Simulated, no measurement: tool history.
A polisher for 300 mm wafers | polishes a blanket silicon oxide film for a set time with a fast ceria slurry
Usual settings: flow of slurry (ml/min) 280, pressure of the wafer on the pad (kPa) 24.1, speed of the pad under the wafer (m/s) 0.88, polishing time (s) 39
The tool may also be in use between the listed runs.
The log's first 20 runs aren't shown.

| run | day | flow of slurry (ml/min) | pressure of the wafer on the pad (kPa) | speed of the pad under the wafer (m/s) | polishing time (s) | wafers since the last listed run | wafers polished on this pad | hours since the slurry nozzle was cleaned | hours since the head pressure was calibrated | incoming thickness of the incoming film, nm | film removed (angstrom) |
|---|---|---|---|---|---|---|---|---|---|---|---|
| 21 | 10.154 | 280 | 24.1 | 0.88 | 39 | 75 | 862 | 67.7 | 483.0 | 1915.7 | 7811 |
| 22 | 10.446 | 280 | 24.1 | 0.64 | 39 | 68 | 930 | 74.7 | 490.0 | 1904.7 | 5691 |
|  | 10.725 | worn pad replaced by a new one |
| 23 | 11.112 | 345 | 28.3 | 0.58 | 39 | 117 | 91 | 90.7 | 506.0 | 1898.6 | 6188 |
|  | 11.467 | head pressure recalibrated |
| 24 | 11.492 | 245 | 26.9 | 1.00 | 33 | 69 | 160 | 99.8 | 0.6 | 1870.1 | 8349 |
| 25 | 11.912 | 280 | 17.2 | 0.88 | 39 | 98 | 259 | 109.9 | 10.7 | 1885.2 | 5638 |
| 26 | 12.312 | 280 | 16.5 | 1.08 | 35 | 93 | 353 | 119.5 | 20.3 | 1905.8 | 5883 |
| 27 | 12.912 | 280 | 24.1 | 0.88 | 39 | 140 | 493 | 133.9 | 34.7 | 1880.1 | 7882 |
| 28 | 13.558 | 255 | 21.4 | 0.88 | 39 | 151 | 645 | 149.4 | 50.2 | 1896.5 | 6908 |
| 29 | 13.829 | 305 | 24.1 | 1.16 | 39 | 63 | 708 | 155.9 | 56.7 | 1923.8 | 10451 |
| 30 | 14.179 | 220 | 26.2 | 0.74 | 39 | 82 | 791 | 164.3 | 65.1 | 1904.0 | 7076 |
| 31 | 14.617 | 280 | 24.1 | 0.88 | 33 | 102 | 893 | 174.8 | 75.6 | 1905.1 | 6697 |
|  | 14.846 | worn pad replaced by a new one |
| 32 | 14.896 | 205 | 24.1 | 0.88 | 51 | 26 | 12 | 181.5 | 82.3 | 1937.6 | 10022 |
| 33 | 15.579 | 365 | 24.1 | 0.88 | 34 | 160 | 172 | 197.9 | 98.7 | 1872.4 | 6974 |
| 34 | 16.012 | 280 | 24.1 | 0.88 | 39 | 101 | 274 | 208.3 | 109.1 | 1907.9 | 7885 |
| 35 | 16.429 | 280 | 24.1 | 0.88 | 39 | 97 | 371 | 218.3 | 119.1 | 1891.8 | 7893 |

4 ways to go on from here, each from the tool as it stands after run 35. What would each give?
| A | 16.446 | 280 | 24.1 | 0.88 | 39 | 3 | 375 | 218.7 | 119.5 | 1909.7 | ? |
| B | 16.446 | 280 | 24.1 | 0.88 | 48 | 3 | 375 | 218.7 | 119.5 | 1909.7 | ? |
| C | 16.446 | 280 | 27.6 | 0.88 | 29 | 3 | 375 | 218.7 | 119.5 | 1909.7 | ? |
| D | 16.446 | 180 | 31.7 | 0.88 | 43 | 3 | 375 | 218.7 | 119.5 | 1909.7 | ? |

| run | film removed (angstrom) |
|---|---|
| A | 7979 |
| B | 9820 |
| C | 6781 |
| D | 10959 |
Without the tool's hidden state the same runs would have given:
| run | film removed (angstrom) |
|---|---|
| A | 7979 |
| B | 9820 |
| C | 6781 |
| D | 10959 |

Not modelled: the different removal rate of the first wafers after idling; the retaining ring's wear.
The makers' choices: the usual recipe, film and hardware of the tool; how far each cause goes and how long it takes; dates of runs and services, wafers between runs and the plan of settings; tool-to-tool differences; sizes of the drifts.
